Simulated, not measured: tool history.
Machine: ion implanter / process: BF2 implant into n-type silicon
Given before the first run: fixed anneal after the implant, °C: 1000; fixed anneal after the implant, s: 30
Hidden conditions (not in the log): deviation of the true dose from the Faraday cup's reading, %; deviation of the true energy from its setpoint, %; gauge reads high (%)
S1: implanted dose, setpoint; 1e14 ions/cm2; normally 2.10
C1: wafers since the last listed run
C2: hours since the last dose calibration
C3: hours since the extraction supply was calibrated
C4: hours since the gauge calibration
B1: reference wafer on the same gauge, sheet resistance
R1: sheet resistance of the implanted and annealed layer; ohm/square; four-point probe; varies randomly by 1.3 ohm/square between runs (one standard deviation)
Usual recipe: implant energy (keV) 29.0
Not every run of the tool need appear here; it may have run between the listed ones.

run 1 hour=0.0 | S1=2.10 implant_energy_(keV)=29.0 | C1=0 C2=1488.0 C3=1936.2 C4=156.8 | B1=583.80 | R1=531.99
run 2 hour=6.3 | S1=2.10 implant_energy_(keV)=29.0 | C1=242 C2=1494.3 C3=1942.5 C4=163.1 | B1=583.18 | R1=533.16
run 3 hour=22.3 | S1=2.10 implant_energy_(keV)=34.0 | C1=617 C2=1510.3 C3=1958.5 C4=179.1 | B1=583.62 | R1=525.05
run 4 hour=32.9 | S1=2.10 implant_energy_(keV)=29.0 | C1=408 C2=1520.9 C3=1969.1 C4=189.7 | B1=583.27 | R1=533.44
run 5 hour=39.2 | S1=1.82 implant_energy_(keV)=29.0 | C1=242 C2=1527.2 C3=1975.4 C4=196.0 | B1=583.20 | R1=597.95
run 6 hour=49.8 | S1=2.10 implant_energy_(keV)=29.0 | C1=408 C2=1537.8 C3=1986.0 C4=206.6 | B1=582.60 | R1=535.39
run 7 hour=61.1 | S1=2.10 implant_energy_(keV)=29.0 | C1=435 C2=1549.1 C3=1997.3 C4=217.9 | B1=583.14 | R1=534.77
run 8 hour=72.0 | S1=2.10 implant_energy_(keV)=29.0 | C1=420 C2=1560.0 C3=2008.2 C4=228.8 | B1=583.32 | R1=533.88
run 9 hour=85.8 | S1=2.10 implant_energy_(keV)=29.0 | C1=532 C2=1573.8 C3=2022.0 C4=242.6 | B1=582.98 | R1=533.91
run 10 hour=95.0 | S1=2.10 implant_energy_(keV)=29.0 | C1=354 C2=1583.0 C3=2031.2 C4=251.8 | B1=583.30 | R1=534.02
run 11 hour=104.8 | S1=2.49 implant_energy_(keV)=29.0 | C1=377 C2=1592.8 C3=2041.0 C4=261.6 | B1=583.11 | R1=465.63
run 12 hour=136.9 | S1=2.49 implant_energy_(keV)=29.0 | C1=1238 C2=1624.9 C3=2073.1 C4=293.7 | B1=583.31 | R1=465.21
run 13 hour=146.8 | S1=2.49 implant_energy_(keV)=29.0 | C1=381 C2=1634.8 C3=2083.0 C4=303.6 | B1=582.87 | R1=463.89
run 14 hour=164.4 | S1=2.10 implant_energy_(keV)=29.0 | C1=678 C2=1652.4 C3=2100.6 C4=321.2 | B1=582.85 | R1=537.87
run 15 hour=179.9 | S1=2.10 implant_energy_(keV)=29.0 | C1=597 C2=1667.9 C3=2116.1 C4=336.7 | B1=583.08 | R1=538.68
run 16 hour=196.0 | S1=2.10 implant_energy_(keV)=29.0 | C1=620 C2=1684.0 C3=2132.2 C4=352.8 | B1=582.96 | R1=537.24
run 17 hour=209.1 | S1=2.60 implant_energy_(keV)=29.0 | C1=505 C2=1697.1 C3=2145.3 C4=365.9 | B1=582.41 | R1=450.95
-- hour=227.4 Faraday cup replaced and dose calibrated
run 18 hour=227.9 | S1=2.60 implant_energy_(keV)=29.0 | C1=416 C2=0.5 C3=2164.1 C4=384.7 | B1=583.02 | R1=429.77
-- hour=228.2 gauge calibrated
run 19 hour=242.8 | S1=2.10 implant_energy_(keV)=29.0 | C1=574 C2=15.4 C3=2179.0 C4=14.6 | B1=582.93 | R1=514.07
run 20 hour=257.0 | S1=2.10 implant_energy_(keV)=29.0 | C1=547 C2=29.6 C3=2193.2 C4=28.8 | B1=583.17 | R1=514.87
run 21 hour=265.7 | S1=2.57 implant_energy_(keV)=33.5 | C1=335 C2=38.3 C3=2201.9 C4=37.5 | B1=582.27 | R1=430.22
run 22 hour=279.5 | S1=2.52 implant_energy_(keV)=19.0 | C1=532 C2=52.1 C3=2215.7 C4=51.3 | B1=582.92 | R1=457.14
run 23 hour=290.4 | S1=2.10 implant_energy_(keV)=29.0 | C1=420 C2=63.0 C3=2226.6 C4=62.2 | B1=582.70 | R1=513.65
run 24 hour=306.1 | S1=2.62 implant_energy_(keV)=29.0 | C1=605 C2=78.7 C3=2242.3 C4=77.9 | B1=582.95 | R1=425.23

What does the tool deliver on the next run?
run 25 hour=323.2 | S1=2.10 implant_energy_(keV)=29.0 | C1=659 C2=95.8 C3=2259.4 C4=95.0 | B1=? | R1=?

{"run 25": {"B1": 582.89, "R1": 512.04}}
The same run, on a tool lacking any hidden state, would have yielded R1 514.54 ohm/square.
